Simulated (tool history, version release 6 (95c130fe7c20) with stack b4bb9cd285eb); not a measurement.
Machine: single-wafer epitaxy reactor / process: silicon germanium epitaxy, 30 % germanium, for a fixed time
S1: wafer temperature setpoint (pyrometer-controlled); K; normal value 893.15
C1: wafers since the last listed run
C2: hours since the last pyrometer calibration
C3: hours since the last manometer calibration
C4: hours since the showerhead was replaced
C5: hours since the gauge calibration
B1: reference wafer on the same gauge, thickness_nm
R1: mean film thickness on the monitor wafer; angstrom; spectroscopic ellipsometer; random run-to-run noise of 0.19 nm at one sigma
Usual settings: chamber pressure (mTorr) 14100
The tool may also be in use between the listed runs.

{"run": 1, "hour": 0.0, "S1": 886.15, "chamber pressure (mTorr)": 12700, "C1": 0, "C2": 1148.2, "C3": 811.3, "C4": 2738.0, "C5": 1649.8, "B1": 95.61, "R1": 672.37}
{"run": 2, "hour": 170.1, "S1": 886.15, "chamber pressure (mTorr)": 12700, "C1": 2167, "C2": 1318.3, "C3": 981.4, "C4": 2908.1, "C5": 1819.9, "B1": 95.594, "R1": 675.71}
{"run": 3, "hour": 256.2, "S1": 893.15, "chamber pressure (mTorr)": 11800, "C1": 1097, "C2": 1404.4, "C3": 1067.5, "C4": 2994.2, "C5": 1906.0, "B1": 95.565, "R1": 742.78}
{"run": 4, "hour": 330.7, "S1": 893.15, "chamber pressure (mTorr)": 14100, "C1": 949, "C2": 1478.9, "C3": 1142.0, "C4": 3068.7, "C5": 1980.5, "B1": 95.577, "R1": 794.27}
{"run": 5, "hour": 399.2, "S1": 893.15, "chamber pressure (mTorr)": 14100, "C1": 872, "C2": 1547.4, "C3": 1210.5, "C4": 3137.2, "C5": 2049.0, "B1": 95.585, "R1": 794.41}
{"run": 6, "hour": 462.9, "S1": 893.15, "chamber pressure (mTorr)": 14100, "C1": 811, "C2": 1611.1, "C3": 1274.2, "C4": 3200.9, "C5": 2112.7, "B1": 95.629, "R1": 795.22}
{"run": 7, "hour": 552.5, "S1": 893.15, "chamber pressure (mTorr)": 14100, "C1": 1141, "C2": 1700.7, "C3": 1363.8, "C4": 3290.5, "C5": 2202.3, "B1": 95.599, "R1": 792.01}
{"run": 8, "hour": 621.3, "S1": 893.15, "chamber pressure (mTorr)": 14100, "C1": 876, "C2": 1769.5, "C3": 1432.6, "C4": 3359.3, "C5": 2271.1, "B1": 95.557, "R1": 797.09}
{"run": 9, "hour": 676.3, "S1": 893.15, "chamber pressure (mTorr)": 16200, "C1": 700, "C2": 1824.5, "C3": 1487.6, "C4": 3414.3, "C5": 2326.1, "B1": 95.647, "R1": 834.8}
{"run": 10, "hour": 733.1, "S1": 893.15, "chamber pressure (mTorr)": 16200, "C1": 723, "C2": 1881.3, "C3": 1544.4, "C4": 3471.1, "C5": 2382.9, "B1": 95.694, "R1": 831.2}
{"hour": 772.9, "done": "showerhead replaced"}
{"run": 11, "hour": 820.2, "S1": 893.15, "chamber pressure (mTorr)": 16200, "C1": 1008, "C2": 1968.4, "C3": 1631.5, "C4": 47.3, "C5": 2470.0, "B1": 95.599, "R1": 836.58}
{"run": 12, "hour": 898.9, "S1": 893.15, "chamber pressure (mTorr)": 12700, "C1": 1002, "C2": 2047.1, "C3": 1710.2, "C4": 126.0, "C5": 2548.7, "B1": 95.603, "R1": 758.17}
{"run": 13, "hour": 941.1, "S1": 893.15, "chamber pressure (mTorr)": 14100, "C1": 537, "C2": 2089.3, "C3": 1752.4, "C4": 168.2, "C5": 2590.9, "B1": 95.587, "R1": 788.37}
{"run": 14, "hour": 1014.3, "S1": 893.15, "chamber pressure (mTorr)": 14100, "C1": 932, "C2": 2162.5, "C3": 1825.6, "C4": 241.4, "C5": 2664.1, "B1": 95.641, "R1": 789.73}
{"run": 15, "hour": 1107.3, "S1": 893.15, "chamber pressure (mTorr)": 14100, "C1": 1185, "C2": 2255.5, "C3": 1918.6, "C4": 334.4, "C5": 2757.1, "B1": 95.648, "R1": 788.7}
{"run": 16, "hour": 1160.7, "S1": 905.15, "chamber pressure (mTorr)": 12800, "C1": 680, "C2": 2308.9, "C3": 1972.0, "C4": 387.8, "C5": 2810.5, "B1": 95.491, "R1": 944.92}
{"hour": 1214.1, "done": "gauge calibrated"}
{"hour": 1352.0, "done": "pyrometer calibrated"}
{"run": 17, "hour": 1422.1, "S1": 893.15, "chamber pressure (mTorr)": 14100, "C1": 3229, "C2": 70.1, "C3": 2233.4, "C4": 649.2, "C5": 208.0, "B1": 95.692, "R1": 797.16}
{"run": 18, "hour": 1525.3, "S1": 893.15, "chamber pressure (mTorr)": 14100, "C1": 1315, "C2": 173.3, "C3": 2336.6, "C4": 752.4, "C5": 311.2, "B1": 95.577, "R1": 800.96}
{"run": 19, "hour": 1599.4, "S1": 898.15, "chamber pressure (mTorr)": 12700, "C1": 944, "C2": 247.4, "C3": 2410.7, "C4": 826.5, "C5": 385.3, "B1": 95.598, "R1": 841.98}
{"run": 20, "hour": 1660.9, "S1": 887.15, "chamber pressure (mTorr)": 11900, "C1": 783, "C2": 308.9, "C3": 2472.2, "C4": 888.0, "C5": 446.8, "B1": 95.612, "R1": 671.99}
{"run": 21, "hour": 1738.3, "S1": 893.15, "chamber pressure (mTorr)": 15300, "C1": 986, "C2": 386.3, "C3": 2549.6, "C4": 965.4, "C5": 524.2, "B1": 95.575, "R1": 824.17}
{"run": 22, "hour": 1778.9, "S1": 893.15, "chamber pressure (mTorr)": 14100, "C1": 517, "C2": 426.9, "C3": 2590.2, "C4": 1006.0, "C5": 564.8, "B1": 95.598, "R1": 796.37}
{"run": 23, "hour": 1834.3, "S1": 893.15, "chamber pressure (mTorr)": 16200, "C1": 706, "C2": 482.3, "C3": 2645.6, "C4": 1061.4, "C5": 620.2, "B1": 95.721, "R1": 839.52}
{"hour": 1855.0, "done": "capacitance manometer re-zeroed and calibrated"}
{"run": 24, "hour": 2097.6, "S1": 900.15, "chamber pressure (mTorr)": 11900, "C1": 3253, "C2": 745.6, "C3": 242.6, "C4": 1324.7, "C5": 883.5, "B1": 95.656, "R1": 846.83}
{"run": 25, "hour": 2139.3, "S1": 904.15, "chamber pressure (mTorr)": 17500, "C1": 531, "C2": 787.3, "C3": 284.3, "C4": 1366.4, "C5": 925.2, "B1": 95.613, "R1": 1056.06}
{"run": 26, "hour": 2237.4, "S1": 893.15, "chamber pressure (mTorr)": 16400, "C1": 1250, "C2": 885.4, "C3": 382.4, "C4": 1464.5, "C5": 1023.3, "B1": 95.642, "R1": 843.87}
{"run": 27, "hour": 2302.4, "S1": 889.15, "chamber pressure (mTorr)": 16600, "C1": 828, "C2": 950.4, "C3": 447.4, "C4": 1529.5, "C5": 1088.3, "B1": 95.664, "R1": 788.19}
{"run": 28, "hour": 2362.5, "S1": 906.15, "chamber pressure (mTorr)": 14100, "C1": 765, "C2": 1010.5, "C3": 507.5, "C4": 1589.6, "C5": 1148.4, "B1": 95.601, "R1": 1006.49}
{"run": 29, "hour": 2414.4, "S1": 893.15, "chamber pressure (mTorr)": 14100, "C1": 661, "C2": 1062.4, "C3": 559.4, "C4": 1641.5, "C5": 1200.3, "B1": 95.627, "R1": 799.54}
{"run": 30, "hour": 2473.3, "S1": 893.15, "chamber pressure (mTorr)": 14100, "C1": 750, "C2": 1121.3, "C3": 618.3, "C4": 1700.4, "C5": 1259.2, "B1": 95.573, "R1": 797.11}

Hidden state, per run?
true pressure above the setpoint (%): 0 across all the runs
gauge reads high (%): 0 across all the runs
H1: wafer temperature above the value expected at the setpoint (K)
run=1 H1=-0.0924
run=2 H1=-0.155
run=3 H1=-0.19
run=4 H1=-0.222
run=5 H1=-0.253
run=6 H1=-0.283
run=7 H1=-0.327
run=8 H1=-0.362
run=9 H1=-0.392
run=10 H1=-0.423
run=11 H1=-0.473
run=12 H1=-0.52
run=13 H1=-0.546
run=14 H1=-0.592
run=15 H1=-0.653
run=16 H1=-0.69
run=17 H1=-0.0274
run=18 H1=-0.0311
run=19 H1=-0.0358
run=20 H1=-0.0409
run=21 H1=-0.0489
run=22 H1=-0.0538
run=23 H1=-0.0613
run=24 H1=-0.109
run=25 H1=-0.119
run=26 H1=-0.143
run=27 H1=-0.161
run=28 H1=-0.179
run=29 H1=-0.195
run=30 H1=-0.214
